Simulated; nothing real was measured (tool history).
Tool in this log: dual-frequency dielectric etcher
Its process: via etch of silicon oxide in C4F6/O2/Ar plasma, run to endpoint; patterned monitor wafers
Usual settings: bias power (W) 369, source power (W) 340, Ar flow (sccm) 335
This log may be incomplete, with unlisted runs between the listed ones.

run,hour,bias power (W),source power (W),Ar flow (sccm),wafers since the last listed run,hours since the last wet clean,hours since the last bias power generator calibration,hours since the last source power generator calibration,hours since the last Ar flow controller change,hours since the last upper electrode change,"incoming incoming film thickness, nm",endpoint time (s)
1,0,369,380,335,0,298.2,2468.9,1959.6,4371.2,3436.7,128.8,30.3
2,16.4,369,380,335,257,314.6,2485.3,1976,4387.6,3453.1,128,30.2
3,30.1,369,320,335,215,328.3,2499,1989.7,4401.3,3466.8,129.7,33.2
4,47.2,369,340,335,268,345.4,2516.1,2006.8,4418.4,3483.9,128.5,32.3
5,59.9,369,340,335,199,358.1,2528.8,2019.5,4431.1,3496.6,128.6,32.6
6,71.5,369,340,335,182,369.7,2540.4,2031.1,4442.7,3508.2,128.2,31.6
7,77.6,369,340,335,95,375.8,2546.5,2037.2,4448.8,3514.3,128.9,32.4
8,91.4,369,340,335,216,389.6,2560.3,2051,4462.6,3528.1,128.9,32.1
9,102.4,369,340,335,172,400.6,2571.3,2062,4473.6,3539.1,130,32.4
# hour 112.8: bias power generator calibrated
# hour 126.5: wet clean of the chamber
# hour 131.6: Ar flow controller replaced
10,132.1,369,340,253,109,5.6,19.3,2091.7,0.5,3568.8,129,30.7
11,132.4,369,340,335,4,5.9,19.6,2092,0.8,3569.1,128.5,32.2
# hour 137.9: source power generator calibrated
# hour 156.7: upper electrode replaced
12,157.2,441,340,335,31,30.7,44.4,19.3,25.6,0.5,129.5,29.6
13,157.5,369,380,298,4,31,44.7,19.6,25.9,0.8,130,30.6
14,157.8,288,380,335,4,31.3,45,19.9,26.2,1.1,127.8,34
15,162.5,419,340,393,73,36,49.7,24.6,30.9,5.8,128.4,31
16,171.8,457,310,406,145,45.3,59,33.9,40.2,15.1,129.2,30.9
17,184.8,369,380,335,204,58.3,72,46.9,53.2,28.1,129,30.4
18,201.5,405,340,335,262,75,88.7,63.6,69.9,44.8,129.8,30.9
19,215.9,369,340,335,226,89.4,103.1,78,84.3,59.2,127.8,32.1

Here are 4 independent what-if runs from the current tool condition. What would each one return?
A,216.3,425,340,335,6,89.8,103.5,78.4,84.7,59.6,127.6,?
B,216.3,401,340,416,6,89.8,103.5,78.4,84.7,59.6,127.6,?
C,216.3,436,300,308,6,89.8,103.5,78.4,84.7,59.6,127.6,?
D,216.3,369,410,335,6,89.8,103.5,78.4,84.7,59.6,127.6,?

run,endpoint time (s)
A,30.3
B,32
C,31.8
D,29.4
What these runs would have given with no unlogged condition in the tool:
run,endpoint time (s)
A,30.3
B,32
C,31.8
D,29.4

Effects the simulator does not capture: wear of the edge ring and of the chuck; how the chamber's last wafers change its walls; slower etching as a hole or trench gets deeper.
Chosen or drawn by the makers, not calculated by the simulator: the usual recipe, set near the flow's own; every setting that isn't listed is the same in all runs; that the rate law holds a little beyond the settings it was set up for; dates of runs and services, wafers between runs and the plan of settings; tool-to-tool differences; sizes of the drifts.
